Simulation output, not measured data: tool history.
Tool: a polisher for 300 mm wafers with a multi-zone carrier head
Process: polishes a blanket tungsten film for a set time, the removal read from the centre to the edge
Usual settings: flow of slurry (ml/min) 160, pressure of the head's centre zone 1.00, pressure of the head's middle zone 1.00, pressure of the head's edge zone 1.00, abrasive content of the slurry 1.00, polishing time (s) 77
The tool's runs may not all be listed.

run	hour	flow of slurry (ml/min)	pressure of the head's centre zone	pressure of the head's middle zone	pressure of the head's edge zone	abrasive content of the slurry	polishing time (s)	incoming thickness of the incoming film, nm	film removed at the wafer's centre (Å)	film removed at mid-radius (Å)	film removed at the wafer's edge (Å)
1	0.0	160	1.00	1.00	1.00	1.00	77	1469.7	3200	3206	3284
2	12.5	160	1.00	1.00	1.00	1.00	77	1463.2	3300	3160	3200
3	20.4	160	1.00	1.00	1.00	1.00	77	1423.3	3144	3224	3266
4	26.7	160	1.05	1.00	1.00	1.00	77	1481.3	3354	3156	3281
5	35.5	160	1.05	1.00	1.00	1.00	77	1435.9	3355	3239	3202
6	50.5	160	1.00	1.00	1.00	1.00	77	1457.8	3189	3278	3256
# hour 63.3: worn pad replaced by a new one
7	63.8	160	1.00	1.00	1.00	1.00	77	1446.2	3124	3175	3245
8	74.3	160	0.89	1.00	1.00	1.00	77	1451.0	2803	3202	3180
9	80.6	160	0.91	1.00	1.00	1.00	77	1461.5	2850	3191	3226
# hour 86.7: centre zone pressure recalibrated
10	87.0	135	1.00	1.07	0.93	1.15	77	1466.4	3250	3416	3244
11	102.5	105	1.00	1.00	1.00	1.00	77	1460.3	2785	2834	3061
12	113.5	200	1.00	1.00	1.00	0.85	86	1441.5	3540	3515	3559
13	122.8	190	1.00	1.00	0.91	1.00	61	1433.5	2595	2591	2537
# hour 132.0: carrier head's membrane replaced by a new one
14	135.4	185	1.00	0.96	1.03	1.30	77	1446.1	3447	3375	3642
# hour 159.5: edge zone pressure recalibrated
# hour 162.2: slurry nozzle cleaned
15	164.9	160	1.00	1.00	1.00	1.00	77	1468.1	3101	3177	3190
# hour 175.3: worn pad replaced by a new one
16	175.8	160	1.00	1.00	1.11	1.15	77	1450.6	3313	3332	3434
17	189.1	160	1.00	1.00	1.00	1.00	103	1468.8	4289	4277	4412
18	200.0	160	1.00	1.00	1.00	1.00	77	1437.0	3200	3137	3225
19	207.6	160	1.12	0.96	1.12	1.00	89	1460.6	4172	3562	3896
20	223.4	215	1.11	1.08	1.00	0.90	77	1457.9	3717	3457	3240
21	239.7	105	1.00	1.00	1.00	1.15	77	1448.4	2892	2993	3164

5 ways to go on from here, each from the tool as it stands after run 21. What would each give?
A	240.2	160	1.00	1.00	1.00	1.00	77	1452.2	?	?	?
B	240.2	160	1.04	0.92	0.92	1.00	63	1452.2	?	?	?
C	240.2	160	0.94	1.00	1.00	1.10	54	1452.2	?	?	?
D	240.2	130	1.00	1.00	1.00	1.10	77	1452.2	?	?	?
E	240.2	160	1.00	1.00	1.06	1.00	77	1452.2	?	?	?

run	film removed at the wafer's centre (Å)	film removed at mid-radius (Å)	film removed at the wafer's edge (Å)
A	3141	3184	3223
B	2672	2429	2570
C	2126	2295	2322
D	3062	3122	3203
E	3141	3184	3287
Without the tool's hidden state the same runs would have given:
run	film removed at the wafer's centre (Å)	film removed at mid-radius (Å)	film removed at the wafer's edge (Å)
A	3141	3184	3223
B	2672	2429	2570
C	2126	2295	2322
D	3062	3122	3203
E	3141	3184	3287

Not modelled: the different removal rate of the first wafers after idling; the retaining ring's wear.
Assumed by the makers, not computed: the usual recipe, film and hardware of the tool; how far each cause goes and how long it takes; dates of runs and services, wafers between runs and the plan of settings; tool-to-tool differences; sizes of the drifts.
